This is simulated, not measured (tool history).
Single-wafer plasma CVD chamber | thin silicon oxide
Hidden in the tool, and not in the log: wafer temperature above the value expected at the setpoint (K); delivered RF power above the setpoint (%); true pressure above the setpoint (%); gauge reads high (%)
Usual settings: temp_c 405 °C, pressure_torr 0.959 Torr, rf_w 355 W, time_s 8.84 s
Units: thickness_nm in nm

run,hour,temp_c,pressure_torr,rf_w,time_s,wafers since the last listed run,hours since the last thermocouple change,hours since the last RF generator calibration,hours since the last manometer calibration,hours since the showerhead was replaced,hours since the gauge calibration,"read-back reference wafer on the same gauge, thickness_nm",thickness_nm
1,0.0,405,0.959,355,8.84,0,1047.8,1254.8,320.4,5180.6,323.7,19.623,18.921
2,76.6,405,0.959,355,9.23,2244,1124.4,1331.4,397.0,5257.2,400.3,19.591,19.778
3,124.3,405,0.959,355,9.23,1397,1172.1,1379.1,444.7,5304.9,448.0,19.582,19.744
4,169.4,405,0.959,355,9.23,1321,1217.2,1424.2,489.8,5350.0,493.1,19.616,19.784
5,265.7,405,0.959,355,8.84,2821,1313.5,1520.5,586.1,5446.3,589.4,19.554,18.919
6,357.2,405,0.959,355,8.84,2680,1405.0,1612.0,677.6,5537.8,680.9,19.570,18.897
7,443.4,405,0.959,355,8.84,2525,1491.2,1698.2,763.8,5624.0,767.1,19.597,19.009
8,510.3,405,0.959,355,8.84,1959,1558.1,1765.1,830.7,5690.9,834.0,19.630,18.905
9,554.3,405,0.959,355,8.84,1289,1602.1,1809.1,874.7,5734.9,878.0,19.632,18.916
# hour 586.4: thermocouple changed; heater temperature recalibrated
10,611.1,405,0.959,355,8.84,1429,24.7,1865.9,931.5,5791.7,934.8,19.590,18.900
11,713.7,405,0.959,355,8.84,3005,127.3,1968.5,1034.1,5894.3,1037.4,19.564,18.903
# hour 808.9: capacitance manometer re-zeroed and calibrated
12,809.4,411,0.959,355,8.84,2569,223.0,2064.2,0.5,5990.0,1133.1,19.631,19.004
13,853.8,411,0.959,355,8.84,1300,267.4,2108.6,44.9,6034.4,1177.5,19.588,18.844
14,893.9,412,0.959,355,8.84,1174,307.5,2148.7,85.0,6074.5,1217.6,19.627,18.734
# hour 943.4: gauge calibrated
# hour 948.7: RF generator calibrated
15,975.9,405,0.959,355,8.84,2167,389.5,27.2,167.0,6156.5,32.5,19.634,19.071
16,1022.4,411,1.154,310,8.37,1362,436.0,73.7,213.5,6203.0,79.0,19.605,19.555
17,1064.7,392,1.109,300,10.40,1239,478.3,116.0,255.8,6245.3,121.3,19.568,23.849
18,1167.1,411,0.802,380,7.12,2999,580.7,218.4,358.2,6347.7,223.7,19.623,13.159
19,1232.1,405,1.051,355,8.84,1904,645.7,283.4,423.2,6412.7,288.7,19.601,20.295
# hour 1284.7: showerhead replaced
20,1304.1,405,0.959,355,8.84,1874,717.7,355.4,495.2,19.4,360.7,19.578,18.787
21,1388.9,397,0.959,355,8.84,2484,802.5,440.2,580.0,104.2,445.5,19.600,19.148
22,1456.2,405,0.959,355,8.84,1971,869.8,507.5,647.3,171.5,512.8,19.629,18.930
23,1515.5,405,0.959,355,8.84,1737,929.1,566.8,706.6,230.8,572.1,19.566,19.019
24,1613.0,419,1.106,355,10.19,2856,1026.6,664.3,804.1,328.3,669.6,19.589,23.893
25,1656.1,405,0.893,355,8.84,1262,1069.7,707.4,847.2,371.4,712.7,19.644,17.776
26,1757.7,405,0.959,355,8.84,2976,1171.3,809.0,948.8,473.0,814.3,19.575,18.992

Forecast each of these 5 alternatives for the next run:
A,1758.1,405,0.959,355,8.84,11,1171.7,809.4,949.2,473.4,814.7,?,?
B,1758.1,394,0.959,355,8.84,11,1171.7,809.4,949.2,473.4,814.7,?,?
C,1758.1,405,1.191,300,8.84,11,1171.7,809.4,949.2,473.4,814.7,?,?
D,1758.1,419,0.959,380,8.84,11,1171.7,809.4,949.2,473.4,814.7,?,?
E,1758.1,390,0.812,415,8.84,11,1171.7,809.4,949.2,473.4,814.7,?,?

run,"read-back reference wafer on the same gauge, thickness_nm",thickness_nm
A,19.573,18.924
B,19.573,19.080
C,19.573,20.993
D,19.573,19.084
E,19.573,17.202
Without the tool's hidden state the same runs would have given:
run,thickness_nm
A,18.924
B,19.080
C,20.993
D,19.084
E,17.202
